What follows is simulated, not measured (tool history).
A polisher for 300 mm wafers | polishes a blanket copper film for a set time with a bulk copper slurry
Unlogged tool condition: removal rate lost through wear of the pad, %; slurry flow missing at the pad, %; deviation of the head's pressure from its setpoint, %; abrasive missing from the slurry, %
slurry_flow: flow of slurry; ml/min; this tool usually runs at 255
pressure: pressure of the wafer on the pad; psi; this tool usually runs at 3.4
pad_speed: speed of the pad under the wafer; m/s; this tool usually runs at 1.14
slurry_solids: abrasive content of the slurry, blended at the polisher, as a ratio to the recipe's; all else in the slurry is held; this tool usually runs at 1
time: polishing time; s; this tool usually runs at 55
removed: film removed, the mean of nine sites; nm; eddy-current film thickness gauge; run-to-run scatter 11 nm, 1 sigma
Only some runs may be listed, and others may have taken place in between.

run	hour	slurry_flow	pressure	pad_speed	slurry_solids	time	wafers since the last listed run	wafers polished on this pad	hours since the slurry nozzle was cleaned	hours since the head pressure was calibrated	hours since the slurry blender was calibrated	incoming thickness of the incoming film, nm	removed
1	0	255	3.4	1.14	1	55	0	3437	86.1	808.5	521.6	1959.2	775.3
# hour 34.1: head pressure recalibrated
2	83.5	255	3.4	1.14	1	61	704	4141	169.6	49.4	605.1	1984.6	870.1
# hour 87.1: slurry blender recalibrated
# hour 129.9: worn pad replaced by a new one
3	342.9	255	3.4	1.14	1	40	2190	1841	429	308.8	255.8	1940.9	559.7
4	402.6	255	3.4	1.14	1	40	515	2357	488.7	368.5	315.5	1949.4	556.4
# hour 466.3: slurry nozzle cleaned
5	495.8	255	3.4	1.14	1	55	796	3153	29.5	461.7	408.7	2003.7	768.6
6	550.4	255	3.4	1.14	1	55	471	3625	84.1	516.3	463.3	1960.4	754.7
# hour 582.7: slurry blender recalibrated
# hour 622.3: worn pad replaced by a new one
7	628.3	255	3.4	1.14	1	55	621	52	162	594.2	45.6	1927.2	744.1
8	695.2	255	2.5	1.14	1	55	578	630	228.9	661.1	112.5	1978.7	573.1
# hour 858: slurry nozzle cleaned, repeated, since the last time left the tool worse
# hour 875.4: head pressure recalibrated
9	920.9	280	3.4	1.14	1	55	1924	2555	62.9	45.5	338.2	1989.9	796.2
10	1020.7	255	3.4	1.14	1	55	862	3417	162.7	145.3	438	1978.1	766.6
# hour 1062.5: slurry blender recalibrated
11	1120.6	255	3.4	1.14	1	55	846	4263	262.6	245.2	58.1	1962	771.8
# hour 1141.4: worn pad replaced by a new one
12	1203.5	255	3.4	1.14	1	55	681	536	345.5	328.1	141	1996.9	764
13	1259.8	255	3.4	1.14	1	55	486	1023	401.8	384.4	197.3	1985.8	767.4
14	1310.9	255	3.4	1.14	1	55	441	1465	452.9	435.5	248.4	1924.7	756.7
15	1404.6	255	3.4	1.14	1	55	809	2274	546.6	529.2	342.1	1952.1	781.2
# hour 1440.8: slurry nozzle cleaned
16	1486.7	255	3.4	1.14	1.25	63	700	2975	45.9	611.3	424.2	1981.5	934.3
17	1578.6	315	2.5	1.14	0.7	55	794	3770	137.8	703.2	516.1	1927.9	543.8
# hour 1593.9: slurry blender recalibrated
# hour 1669: worn pad replaced by a new one
# hour 1671.2: head pressure recalibrated
18	1786.8	255	3.4	1.14	1	55	1730	1000	346	115.6	192.9	1967.7	789.2
19	1854.4	320	3.4	1.14	0.85	74	584	1585	413.6	183.2	260.5	1964.8	1004.8
20	1953.1	255	3.4	1	0.75	69	853	2438	512.3	281.9	359.2	1951.9	776.1
# hour 1961: slurry nozzle cleaned
21	2039.7	255	3.4	1.48	1.15	65	739	3178	78.7	368.5	445.8	1976.5	1243.4
# hour 2097.5: slurry blender recalibrated
22	2111.9	255	3.4	1.14	1	55	606	3784	150.9	440.7	14.4	1968.7	766.4
23	2213.7	255	3.4	1.14	0.9	55	879	4664	252.7	542.5	116.2	1965.4	744.8
# hour 2294.5: worn pad replaced by a new one
24	2304.2	210	3.8	1.14	1	55	747	83	343.2	633	206.7	1953.2	850
25	2365.3	255	3.4	0.76	1	55	528	612	404.3	694.1	267.8	1967.7	512.2
26	2456.4	330	3.4	0.96	1	55	787	1399	495.4	785.2	358.9	1975	652.9
27	2504.3	255	3.4	1.36	1	55	413	1813	543.3	833.1	406.8	1980.2	903
# hour 2539.7: head pressure recalibrated
28	2550.6	335	3.4	1.14	1	46	382	2196	589.6	10.9	453.1	2001.2	675.2
# hour 2572.6: slurry nozzle cleaned
# hour 2624.6: slurry blender recalibrated
29	2657.9	255	3.4	1.14	1	55	901	3097	85.3	118.2	33.3	1960.7	786.1

For some of the steps in removed from one run to the next: how much would appear even if the tool had no hidden state, given the settings, what came in and random variation, and how much remains for the hidden state plus any gauge scatter that the measured result and the result without hidden state don't share?
Run 4 -> 5: time 40 -> 55, slurry nozzle cleaned. removed +212.2 nm: hidden state -25.5, all else +237.7.
Run 8 -> 9: slurry_flow 255 -> 280, pressure 2.5 -> 3.4, slurry nozzle cleaned, repeated, since the last time left the tool worse, head pressure recalibrated. removed +223.1 nm: hidden state +35.7, all else +187.4.
Run 20 -> 21: pad_speed 1 -> 1.48, slurry_solids 0.75 -> 1.15, time 69 -> 65, slurry nozzle cleaned. removed +467.3 nm: hidden state +3.5, all else +463.8.
Run 21 -> 22: pad_speed 1.48 -> 1.14, slurry_solids 1.15 -> 1, time 65 -> 55, slurry blender recalibrated. removed -477 nm: hidden state +1.2, all else -478.2.

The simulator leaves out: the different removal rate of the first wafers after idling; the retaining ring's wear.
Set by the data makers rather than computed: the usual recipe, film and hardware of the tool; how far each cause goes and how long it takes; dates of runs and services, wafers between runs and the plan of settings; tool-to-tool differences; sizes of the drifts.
